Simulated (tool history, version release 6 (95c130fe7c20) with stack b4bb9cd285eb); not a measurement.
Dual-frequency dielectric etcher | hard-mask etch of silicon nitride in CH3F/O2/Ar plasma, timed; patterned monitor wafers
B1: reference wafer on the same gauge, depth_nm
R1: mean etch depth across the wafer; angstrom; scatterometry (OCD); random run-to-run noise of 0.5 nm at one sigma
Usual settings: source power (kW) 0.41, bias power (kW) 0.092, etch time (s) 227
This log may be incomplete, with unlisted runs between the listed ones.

{"run": 1, "hour": 0.0, "source power (kW)": 0.41, "bias power (kW)": 0.092, "etch time (s)": 227, "B1": 188, "R1": 1635}
{"run": 2, "hour": 8.4, "source power (kW)": 0.41, "bias power (kW)": 0.092, "etch time (s)": 227, "B1": 188, "R1": 1648}
{"run": 3, "hour": 14.9, "source power (kW)": 0.41, "bias power (kW)": 0.092, "etch time (s)": 227, "B1": 187.9, "R1": 1643}
{"run": 4, "hour": 24.1, "source power (kW)": 0.41, "bias power (kW)": 0.092, "etch time (s)": 227, "B1": 188.1, "R1": 1647}
{"run": 5, "hour": 33.1, "source power (kW)": 0.41, "bias power (kW)": 0.092, "etch time (s)": 227, "B1": 188, "R1": 1638}
{"run": 6, "hour": 49.2, "source power (kW)": 0.41, "bias power (kW)": 0.092, "etch time (s)": 169, "B1": 188, "R1": 1223}
{"run": 7, "hour": 99.9, "source power (kW)": 0.41, "bias power (kW)": 0.092, "etch time (s)": 294, "B1": 188, "R1": 2143}
{"hour": 129.5, "done": "upper electrode replaced"}
{"run": 8, "hour": 130.0, "source power (kW)": 0.41, "bias power (kW)": 0.092, "etch time (s)": 227, "B1": 188.1, "R1": 1651}
{"run": 9, "hour": 130.3, "source power (kW)": 0.41, "bias power (kW)": 0.092, "etch time (s)": 207, "B1": 188, "R1": 1497}
{"hour": 138.6, "done": "bias power generator calibrated"}
{"run": 10, "hour": 139.2, "source power (kW)": 0.41, "bias power (kW)": 0.092, "etch time (s)": 227, "B1": 188.1, "R1": 1662}
{"run": 11, "hour": 147.2, "source power (kW)": 0.41, "bias power (kW)": 0.101, "etch time (s)": 166.5, "B1": 188, "R1": 1252}
{"hour": 157.6, "done": "source power generator calibrated"}
{"run": 12, "hour": 158.0, "source power (kW)": 0.49, "bias power (kW)": 0.105, "etch time (s)": 177.5, "B1": 188, "R1": 1410}
{"run": 13, "hour": 165.0, "source power (kW)": 0.41, "bias power (kW)": 0.092, "etch time (s)": 227, "B1": 188, "R1": 1654}
{"run": 14, "hour": 180.3, "source power (kW)": 0.51, "bias power (kW)": 0.113, "etch time (s)": 184, "B1": 187.9, "R1": 1521}
{"run": 15, "hour": 190.8, "source power (kW)": 0.41, "bias power (kW)": 0.092, "etch time (s)": 227, "B1": 188.1, "R1": 1656}
{"run": 16, "hour": 197.9, "source power (kW)": 0.46, "bias power (kW)": 0.092, "etch time (s)": 227, "B1": 188, "R1": 1715}
{"run": 17, "hour": 204.6, "source power (kW)": 0.46, "bias power (kW)": 0.092, "etch time (s)": 227, "B1": 188.1, "R1": 1716}

Run 18, settings as shown, results not yet in. Your forecast:
{"run": 18, "hour": 212.3, "source power (kW)": 0.41, "bias power (kW)": 0.092, "etch time (s)": 258, "B1": "?", "R1": "?"}

Logged for run 18: B1 188.1, R1 1890 angstrom.
With the hidden condition absent and the run-to-run variation left alone, this run would have shown R1 1870 angstrom.

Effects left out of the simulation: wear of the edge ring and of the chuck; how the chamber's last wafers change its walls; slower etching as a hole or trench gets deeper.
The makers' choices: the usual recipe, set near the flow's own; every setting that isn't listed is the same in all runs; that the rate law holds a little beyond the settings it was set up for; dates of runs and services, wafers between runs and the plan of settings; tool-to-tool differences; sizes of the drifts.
